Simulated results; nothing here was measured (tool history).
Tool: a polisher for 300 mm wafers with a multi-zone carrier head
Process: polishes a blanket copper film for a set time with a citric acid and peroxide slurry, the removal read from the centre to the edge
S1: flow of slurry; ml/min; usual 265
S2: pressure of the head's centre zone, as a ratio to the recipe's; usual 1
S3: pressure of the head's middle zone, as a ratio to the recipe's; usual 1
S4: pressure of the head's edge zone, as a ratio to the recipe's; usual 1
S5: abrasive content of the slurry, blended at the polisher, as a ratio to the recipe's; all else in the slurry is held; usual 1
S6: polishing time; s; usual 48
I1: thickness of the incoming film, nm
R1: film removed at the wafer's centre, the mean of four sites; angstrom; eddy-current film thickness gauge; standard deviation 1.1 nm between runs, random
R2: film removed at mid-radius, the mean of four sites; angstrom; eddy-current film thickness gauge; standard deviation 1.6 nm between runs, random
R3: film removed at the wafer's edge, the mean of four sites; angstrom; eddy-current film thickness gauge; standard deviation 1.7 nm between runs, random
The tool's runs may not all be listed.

run   hour   S1    S2    S3    S4    S5  S6     I1    R1    R2    R3
  1      0  240     1     1     1     1  48  649.5  1137  1111  1162
  2   12.1  265     1     1     1     1  40  648.1   966   932   947
  3     31  265     1     1     1     1  40  651.9   985   941   970
  4   51.2  265  0.92     1     1     1  48  648.4  1069  1147  1155
      60.2  -- worn pad replaced by a new one
  5   76.3  265     1     1     1     1  48  655.9  1147  1104  1164
  6  100.5  265     1     1     1     1  48  656.6  1179  1110  1162
  7  123.7  265     1     1     1     1  48  655.6  1178  1137  1175
     144.8  -- carrier head's membrane replaced by a new one
  8  149.2  265     1     1     1     1  48  646.7  1167  1116  1167
  9  165.1  265     1     1     1     1  48  659.4  1168  1137  1147
     174.1  -- centre zone pressure recalibrated
     234.3  -- worn pad replaced by a new one
       253  -- edge zone pressure recalibrated
 10  260.7  335     1  1.09  1.04   1.1  48    664  1201  1235  1206
 11  292.5  265  0.95     1  0.92  1.15  48  654.1  1103  1115  1133
 12  324.7  200     1     1     1   0.9  48    656  1050  1023  1043
 13  351.4  265     1     1     1  1.15  48  650.8  1156  1115  1181
 14  380.5  265     1     1     1     1  48  652.7  1148  1132  1140
     392.7  -- slurry nozzle cleaned
 15  400.5  305  1.08     1  0.94     1  48  643.7  1343  1210  1195
     406.2  -- worn pad replaced by a new one
 16  423.1  265     1     1     1     1  48  653.5  1207  1177  1188
 17    458  265     1     1  0.91     1  48  653.7  1207  1186  1137
     482.8  -- centre zone pressure recalibrated
 18  490.2  180  0.95  1.05     1     1  39  649.9   823   895   911
 19  513.1  240     1     1     1     1  48  646.6  1134  1091  1144
 20  535.6  265   0.9  0.89     1     1  33  650.7   704   763   824

Alternative continuations, all from the tool just after run 20; predict every row:
  A   536  265     1     1     1     1  41  651.7   ?   ?   ?
  B   536  265     1     1     1   0.8  48  651.7   ?   ?   ?
  C   536  240  1.07  0.97     1     1  38  651.7   ?   ?   ?
  D   536  335     1  0.96  0.97  1.15  48  651.7   ?   ?   ?
  E   536  265  1.04  1.11     1     1  48  651.7   ?   ?   ?

run    R1    R2    R3
  A   986   979   997
  B  1123  1114  1135
  C   960   879   913
  D  1221  1185  1208
  E  1202  1204  1166
What these runs would have given with no unlogged condition in the tool:
run    R1    R2    R3
  A  1028  1017  1026
  B  1170  1158  1168
  C  1005   917   942
  D  1260  1221  1235
  E  1252  1250  1200
